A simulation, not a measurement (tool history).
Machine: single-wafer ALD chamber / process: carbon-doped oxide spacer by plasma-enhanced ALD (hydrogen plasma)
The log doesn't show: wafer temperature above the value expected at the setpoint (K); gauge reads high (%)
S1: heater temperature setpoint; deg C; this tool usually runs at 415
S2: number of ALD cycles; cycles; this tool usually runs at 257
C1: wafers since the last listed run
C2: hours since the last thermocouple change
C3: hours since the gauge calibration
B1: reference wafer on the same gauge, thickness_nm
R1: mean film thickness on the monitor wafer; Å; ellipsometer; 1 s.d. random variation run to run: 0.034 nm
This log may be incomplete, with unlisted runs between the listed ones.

run	hour	S1	S2	C1	C2	C3	B1	R1
1	0.0	405	257	0	1219.4	935.0	15.695	139.63
2	63.9	415	234	112	1283.3	998.9	15.705	123.76
3	92.5	415	234	50	1311.9	1027.5	15.698	123.42
4	139.6	415	234	82	1359.0	1074.6	15.691	123.41
5	207.3	415	257	119	1426.7	1142.3	15.697	136.42
6	245.4	415	257	67	1464.8	1180.4	15.693	135.53
7	277.6	408	257	56	1497.0	1212.6	15.701	138.37
8	312.0	408	257	60	1531.4	1247.0	15.689	139.12
9	435.5	410	257	217	1654.9	1370.5	15.707	138.31
10	630.0	410	257	342	1849.4	1565.0	15.709	137.62
11	695.7	410	257	115	1915.1	1630.7	15.702	137.89
12	756.0	415	286	106	1975.4	1691.0	15.715	150.17
13	823.0	415	286	118	2042.4	1758.0	15.709	150.24
14	950.7	415	228	224	2170.1	1885.7	15.692	120.37
15	999.0	415	228	85	2218.4	1934.0	15.690	120.63
16	1067.7	425	257	121	2287.1	2002.7	15.702	131.40
17	1111.3	425	257	76	2330.7	2046.3	15.702	131.48
18	1180.8	425	257	122	2400.2	2115.8	15.683	131.40
19	1233.0	415	257	91	2452.4	2168.0	15.693	135.23
20	1265.8	415	257	57	2485.2	2200.8	15.704	135.49
21	1314.1	415	257	85	2533.5	2249.1	15.715	135.08
22	1346.8	415	224	57	2566.2	2281.8	15.711	117.43
23	1398.1	423	230	90	2617.5	2333.1	15.697	118.16
24	1446.2	427	289	84	2665.6	2381.2	15.687	146.92
25	1480.8	426	229	60	2700.2	2415.8	15.699	116.25
26	1530.9	409	257	88	2750.3	2465.9	15.678	137.58
# hour 1564.7: gauge calibrated
27	1598.1	415	281	118	2817.5	33.4	15.687	147.78
28	1633.4	415	257	62	2852.8	68.7	15.691	135.07
29	1663.1	429	239	52	2882.5	98.4	15.707	120.19
30	1687.6	421	257	43	2907.0	122.9	15.689	133.03
# hour 1699.4: thermocouple changed; heater temperature recalibrated
31	1733.7	415	257	67	34.3	169.0	15.690	137.17
32	1773.2	415	300	69	73.8	208.5	15.697	160.92
33	1813.8	415	257	71	114.4	249.1	15.688	137.50
34	1895.1	403	231	143	195.7	330.4	15.702	127.29
35	1935.7	430	301	71	236.3	371.0	15.708	154.11
36	1981.2	404	283	80	281.8	416.5	15.696	155.43
37	2052.7	430	292	125	353.3	488.0	15.687	149.93
38	2094.1	415	289	72	394.7	529.4	15.703	153.95
39	2165.4	422	272	125	466.0	600.7	15.696	142.38
40	2196.6	415	257	54	497.2	631.9	15.697	137.16
41	2224.4	407	274	48	525.0	659.7	15.705	149.85
42	2269.7	426	215	79	570.3	705.0	15.699	111.15
43	2305.6	415	257	63	606.2	740.9	15.685	136.23
44	2345.3	423	237	69	645.9	780.6	15.710	123.53
45	2387.0	408	283	73	687.6	822.3	15.679	153.69

Each row is a separate what-if for the run after 45, all from the same tool condition, not one after another. Results?
A	2387.8	415	223	1	688.4	823.1	?	?
B	2387.8	424	294	1	688.4	823.1	?	?
C	2387.8	410	296	1	688.4	823.1	?	?

run	B1	R1
A	15.694	118.62
B	15.694	152.48
C	15.694	159.64
Had the tool no hidden state, the same runs would have come out as:
run	R1
A	119.15
B	153.18
C	160.34
